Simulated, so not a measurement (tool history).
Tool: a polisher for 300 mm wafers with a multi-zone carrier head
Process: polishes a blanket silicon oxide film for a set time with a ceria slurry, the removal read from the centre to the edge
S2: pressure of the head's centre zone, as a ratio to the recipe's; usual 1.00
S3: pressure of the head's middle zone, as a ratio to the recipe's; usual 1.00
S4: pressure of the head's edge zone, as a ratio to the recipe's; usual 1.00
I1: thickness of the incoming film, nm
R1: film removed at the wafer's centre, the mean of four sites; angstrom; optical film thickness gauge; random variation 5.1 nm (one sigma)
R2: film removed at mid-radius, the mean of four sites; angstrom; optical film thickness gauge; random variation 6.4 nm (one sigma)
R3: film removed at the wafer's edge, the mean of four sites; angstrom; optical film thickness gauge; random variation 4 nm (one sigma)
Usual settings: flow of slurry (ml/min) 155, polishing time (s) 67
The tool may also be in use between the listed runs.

run 1 hour=0.0 | flow_of_slurry_(ml/min)=155 S2=1.00 S3=1.00 S4=1.00 polishing_time_(s)=67 | I1=1714.3 | R1=4987 R2=5189 R3=5161
-- hour=11.4 worn pad replaced by a new one
run 2 hour=54.8 | flow_of_slurry_(ml/min)=155 S2=1.00 S3=1.00 S4=1.00 polishing_time_(s)=67 | I1=1744.0 | R1=5030 R2=5001 R3=5120
run 3 hour=93.5 | flow_of_slurry_(ml/min)=155 S2=1.00 S3=1.00 S4=0.97 polishing_time_(s)=67 | I1=1770.3 | R1=5010 R2=5158 R3=5152
run 4 hour=146.4 | flow_of_slurry_(ml/min)=155 S2=1.00 S3=1.00 S4=0.97 polishing_time_(s)=67 | I1=1701.2 | R1=4978 R2=5126 R3=5147
run 5 hour=181.2 | flow_of_slurry_(ml/min)=195 S2=1.00 S3=1.05 S4=1.00 polishing_time_(s)=67 | I1=1752.4 | R1=5245 R2=5519 R3=5224
-- hour=185.6 worn pad replaced by a new one
run 6 hour=227.2 | flow_of_slurry_(ml/min)=195 S2=1.00 S3=1.05 S4=1.00 polishing_time_(s)=67 | I1=1738.3 | R1=5166 R2=5541 R3=5361
run 7 hour=296.5 | flow_of_slurry_(ml/min)=155 S2=1.00 S3=1.00 S4=1.00 polishing_time_(s)=67 | I1=1717.8 | R1=5084 R2=5043 R3=5159
-- hour=340.9 worn pad replaced by a new one
-- hour=345.4 slurry nozzle cleaned
-- hour=348.9 centre zone pressure recalibrated
run 8 hour=349.7 | flow_of_slurry_(ml/min)=155 S2=1.00 S3=1.00 S4=1.00 polishing_time_(s)=67 | I1=1743.7 | R1=5028 R2=5043 R3=5123
run 9 hour=398.7 | flow_of_slurry_(ml/min)=155 S2=1.00 S3=1.05 S4=1.00 polishing_time_(s)=67 | I1=1759.8 | R1=5011 R2=5328 R3=5118
run 10 hour=438.8 | flow_of_slurry_(ml/min)=195 S2=1.00 S3=1.05 S4=1.00 polishing_time_(s)=67 | I1=1737.0 | R1=5305 R2=5411 R3=5343
run 11 hour=502.2 | flow_of_slurry_(ml/min)=155 S2=1.00 S3=1.00 S4=1.00 polishing_time_(s)=67 | I1=1712.0 | R1=5038 R2=5028 R3=5088
-- hour=541.3 worn pad replaced by a new one
run 12 hour=551.1 | flow_of_slurry_(ml/min)=155 S2=1.00 S3=0.95 S4=1.00 polishing_time_(s)=67 | I1=1728.8 | R1=5041 R2=4844 R3=5137
run 13 hour=610.5 | flow_of_slurry_(ml/min)=155 S2=1.12 S3=1.00 S4=0.96 polishing_time_(s)=67 | I1=1725.3 | R1=5716 R2=5208 R3=5106
-- hour=618.5 carrier head's membrane replaced by a new one
-- hour=655.9 edge zone pressure recalibrated
run 14 hour=662.9 | flow_of_slurry_(ml/min)=130 S2=1.00 S3=0.90 S4=0.95 polishing_time_(s)=49 | I1=1710.4 | R1=3528 R2=3361 R3=3595
run 15 hour=700.2 | flow_of_slurry_(ml/min)=155 S2=1.00 S3=1.00 S4=1.00 polishing_time_(s)=67 | I1=1706.4 | R1=5031 R2=5179 R3=5166
-- hour=737.6 worn pad replaced by a new one
-- hour=770.2 slurry nozzle cleaned
run 16 hour=771.8 | flow_of_slurry_(ml/min)=155 S2=1.00 S3=1.04 S4=1.00 polishing_time_(s)=67 | I1=1729.8 | R1=4957 R2=5154 R3=5176

Run 17 comes next. What will it give?
run 17 hour=840.4 | flow_of_slurry_(ml/min)=155 S2=1.00 S3=1.00 S4=0.93 polishing_time_(s)=48 | I1=1740.8 | R1=? R2=? R3=?

R1: 3554 angstrom
R2: 3716 angstrom
R3: 3629 angstrom
Without the tool's hidden state the same run would have given R1 3554 angstrom, R2 3716 angstrom, R3 3629 angstrom.
